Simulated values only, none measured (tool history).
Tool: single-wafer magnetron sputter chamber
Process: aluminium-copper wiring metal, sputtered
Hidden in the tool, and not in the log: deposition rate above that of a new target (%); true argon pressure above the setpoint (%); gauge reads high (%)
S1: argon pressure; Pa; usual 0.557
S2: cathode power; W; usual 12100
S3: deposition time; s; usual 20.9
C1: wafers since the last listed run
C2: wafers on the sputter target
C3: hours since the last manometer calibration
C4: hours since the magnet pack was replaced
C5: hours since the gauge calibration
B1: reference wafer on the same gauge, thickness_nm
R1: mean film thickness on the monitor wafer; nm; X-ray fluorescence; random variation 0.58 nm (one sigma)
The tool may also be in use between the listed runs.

| run | hour | S1 | S2 | S3 | C1 | C2 | C3 | C4 | C5 | B1 | R1 |
|---|---|---|---|---|---|---|---|---|---|---|---|
| 1 | 0 | 0.557 | 12100 | 18.2 | 0 | 2542 | 2281.7 | 9502.1 | 147.8 | 358.03 | 333.338 |
| 2 | 14.1 | 0.557 | 12100 | 18.2 | 466 | 3008 | 2295.8 | 9516.2 | 161.9 | 358.192 | 333.562 |
| 3 | 23.3 | 0.557 | 12100 | 18.2 | 304 | 3312 | 2305 | 9525.4 | 171.1 | 357.856 | 332.724 |
| 4 | 38.9 | 0.557 | 12100 | 20.9 | 516 | 3828 | 2320.6 | 9541 | 186.7 | 357.988 | 381.893 |
| 5 | 52.8 | 0.557 | 12100 | 20.9 | 459 | 4288 | 2334.5 | 9554.9 | 200.6 | 358.069 | 381.971 |
| 6 | 63.8 | 0.557 | 12100 | 20.9 | 363 | 4652 | 2345.5 | 9565.9 | 211.6 | 358.028 | 383.167 |
| 7 | 79.6 | 0.557 | 12100 | 22.4 | 522 | 5175 | 2361.3 | 9581.7 | 227.4 | 357.976 | 408.825 |
|  | 101.2 | sputter target and shields replaced |
| 8 | 115.4 | 0.557 | 12100 | 22.9 | 919 | 469 | 2397.1 | 9617.5 | 263.2 | 358.009 | 423.985 |
| 9 | 122.4 | 0.557 | 12100 | 20.9 | 231 | 700 | 2404.1 | 9624.5 | 270.2 | 357.986 | 386.187 |
| 10 | 136.6 | 0.557 | 12100 | 20.9 | 469 | 1170 | 2418.3 | 9638.7 | 284.4 | 358.039 | 385.734 |
|  | 161.2 | magnet pack replaced |
| 11 | 161.7 | 0.557 | 12100 | 20.9 | 565 | 1735 | 2443.4 | 0.5 | 309.5 | 357.996 | 384.325 |
| 12 | 162 | 0.408 | 10700 | 17.8 | 9 | 1745 | 2443.7 | 0.8 | 309.8 | 357.894 | 303.226 |
|  | 169.1 | gauge calibrated |
|  | 174.2 | capacitance manometer re-zeroed and calibrated |
| 13 | 174.7 | 0.557 | 11050 | 23.3 | 155 | 1901 | 0.5 | 13.5 | 5.6 | 358.004 | 389.232 |
| 14 | 187.3 | 0.557 | 9950 | 24.2 | 416 | 2318 | 13.1 | 26.1 | 18.2 | 357.833 | 364.541 |
| 15 | 199.2 | 0.397 | 12100 | 23.5 | 393 | 2711 | 25 | 38 | 30.1 | 357.916 | 451.919 |
| 16 | 213.5 | 0.557 | 12100 | 20.9 | 473 | 3184 | 39.3 | 52.3 | 44.4 | 357.934 | 381.751 |
| 17 | 222.3 | 0.557 | 12100 | 20.9 | 291 | 3475 | 48.1 | 61.1 | 53.2 | 357.97 | 382.021 |
| 18 | 238.3 | 0.557 | 12100 | 20.9 | 529 | 4005 | 64.1 | 77.1 | 69.2 | 357.895 | 383.019 |
| 19 | 250.5 | 0.614 | 12100 | 20.9 | 403 | 4408 | 76.3 | 89.3 | 81.4 | 357.898 | 374.3 |
|  | 262.3 | sputter target and shields replaced |
| 20 | 262.8 | 0.557 | 12100 | 20.9 | 142 | 14 | 88.6 | 101.6 | 93.7 | 358.039 | 389.003 |
| 21 | 276.7 | 0.414 | 9300 | 22.2 | 459 | 474 | 102.5 | 115.5 | 107.6 | 357.989 | 331.708 |
| 22 | 286.4 | 0.73 | 13750 | 20.9 | 320 | 795 | 112.2 | 125.2 | 117.3 | 357.893 | 416.382 |
| 23 | 303.8 | 0.557 | 14850 | 18.9 | 575 | 1371 | 129.6 | 142.6 | 134.7 | 357.958 | 428.208 |

Forecast each of these 5 alternatives for the next run:
| A | 304.2 | 0.666 | 12100 | 20.9 | 13 | 1384 | 130 | 143 | 135.1 | ? | ? |
| B | 304.2 | 0.7 | 13900 | 16.9 | 13 | 1384 | 130 | 143 | 135.1 | ? | ? |
| C | 304.2 | 0.475 | 12100 | 19.8 | 13 | 1384 | 130 | 143 | 135.1 | ? | ? |
| D | 304.2 | 0.557 | 13550 | 20.9 | 13 | 1384 | 130 | 143 | 135.1 | ? | ? |
| E | 304.2 | 0.67 | 12100 | 24.6 | 13 | 1384 | 130 | 143 | 135.1 | ? | ? |

| run | B1 | R1 |
|---|---|---|
| A | 357.821 | 370.964 |
| B | 357.821 | 340.951 |
| C | 357.821 | 373.366 |
| D | 357.821 | 429.938 |
| E | 357.821 | 436.092 |
Without the tool's hidden state the same runs would have given:
| run | R1 |
|---|---|
| A | 375.488 |
| B | 345.108 |
| C | 377.919 |
| D | 435.181 |
| E | 441.409 |

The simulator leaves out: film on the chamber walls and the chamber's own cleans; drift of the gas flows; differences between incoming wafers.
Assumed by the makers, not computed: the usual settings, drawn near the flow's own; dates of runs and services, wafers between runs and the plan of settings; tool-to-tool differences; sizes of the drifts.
